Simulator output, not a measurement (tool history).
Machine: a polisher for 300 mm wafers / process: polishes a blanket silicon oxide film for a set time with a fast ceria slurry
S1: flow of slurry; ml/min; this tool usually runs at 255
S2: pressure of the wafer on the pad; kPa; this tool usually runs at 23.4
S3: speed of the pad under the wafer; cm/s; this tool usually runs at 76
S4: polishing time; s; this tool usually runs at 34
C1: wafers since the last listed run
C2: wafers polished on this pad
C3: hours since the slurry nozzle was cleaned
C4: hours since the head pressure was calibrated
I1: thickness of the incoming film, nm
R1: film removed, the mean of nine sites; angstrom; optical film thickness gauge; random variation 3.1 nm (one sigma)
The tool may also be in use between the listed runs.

run    hour   S1    S2  S3  S4    C1    C2     C3     C4      I1    R1
  1       0  255  23.4  76  34     0  1610  278.6  401.8  1903.2  4355
  2    75.3  255  23.4  76  34  1240  2851  353.9  477.1  1889.1  4431
  3   138.2  255  23.4  76  34  1036  3887  416.8    540  1893.5  4463
      186.1  -- head pressure recalibrated
  4   188.9  255  23.4  76  34   802  4689  467.5    2.8  1892.5  4205
  5   253.3  255  23.4  76  34  1060  5750  531.9   67.2    1860  4322
  6     281  255  23.4  76  34   456  6206  559.6   94.9  1861.3  4300
  7   344.7  255  23.4  76  34  1049  7255  623.3  158.6  1903.7  4257
      360.5  -- worn pad replaced by a new one
  8   395.8  255  23.4  60  34   775   581  674.4  209.7  1904.2  3415
  9     421  255  23.4  60  34   415   996  699.6  234.9  1941.1  3364
 10   471.8  255  23.4  60  34   836  1832  750.4  285.7  1875.7  3404
      531.7  -- slurry nozzle cleaned
 11   534.4  255  23.4  76  34  1014  2847    2.7  348.3  1916.3  4410
 12   600.9  255  23.4  76  34  1095  3943   69.2  414.8    1873  4489
 13   672.5  255  23.4  76  34  1179  5122  140.8  486.4  1932.1  4431
 14   704.6  255  23.4  76  34   528  5651  172.9  518.5  1931.3  4494
 15   733.4  255  23.4  66  34   474  6125  201.7  547.3  1874.8  3899
 16   763.2  195  23.4  76  34   490  6616  231.5  577.1  1879.7  4350
      812.5  -- head pressure recalibrated
      818.5  -- worn pad replaced by a new one
 17     819  255  23.4  76  34   820     8  287.3    6.5  1873.6  4294
 18   850.7  255  23.4  76  34   522   530    319   38.2  1900.1  4280
 19   877.4  255  18.6  76  34   439   970  345.7   64.9  1876.9  3397
 20   916.8  255  23.4  76  34   649  1619  385.1  104.3  1908.4  4291
 21   956.2  255  26.2  58  27   649  2268  424.5  143.7  1902.8  2880
 22   981.4  175  26.9  76  25   415  2683  449.7  168.9    1924  3430
 23  1058.5  165  23.4  86  34  1270  3953  526.8    246  1892.6  4642
 24  1090.1  255  23.4  76  34   520  4474  558.4  277.6  1876.3  4289
 25  1123.7  255  19.3  64  34   553  5027    592  311.2    1936  3010
 26    1150  255  23.4  76  34   433  5461  618.3  337.5  1895.8  4352
     1197.4  -- slurry nozzle cleaned
 27    1214  315  23.4  76  34  1037  6498   16.6  401.5  1922.8  4480
 28  1280.9  215  23.4  76  39  1102  7600   83.5  468.4  1923.8  5065
       1308  -- worn pad replaced by a new one
 29  1343.2  255  23.4  60  34   960   580  145.8  530.7  1933.7  3530
     1361.1  -- head pressure recalibrated
 30  1399.9  295  17.2  90  30   901  1481  202.5   38.8  1928.6  3385
 31  1435.5  175  23.4  96  34   586  2068  238.1   74.4    1912  5286
 32  1488.1  170    29  56  39   866  2934  290.7    127  1911.5  4366
 33  1516.4  255  23.4  76  34   466  3400    319  155.3    1856  4363
 34  1585.5  255  23.4  76  26  1138  4538  388.1  224.4    1903  3370
 35  1656.1  255  23.4  76  34  1162  5701  458.7    295  1905.3  4424
 36  1694.9  255  23.4  76  34   639  6341  497.5  333.8  1866.1  4384
 37  1747.8  195    20  76  28   871  7212  550.4  386.7  1910.4  2995
     1772.9  -- worn pad replaced by a new one
 38  1810.2  255  23.4  64  43   961   614  612.8  449.1  1918.7  4701

3 options for the next run, each taken on its own from the tool as it stands now. Forecast them:
  A  1810.6  255  23.4  76  34   6  621  613.2  449.5  1944.1   ?
  B  1810.6  255  23.4  90  30   6  621  613.2  449.5  1944.1   ?
  C  1810.6  295  23.4  90  37   6  621  613.2  449.5  1944.1   ?

run    R1
  A  4422
  B  4606
  C  5769
With no hidden state in the tool, these same runs would have given:
run    R1
  A  4349
  B  4530
  C  5657
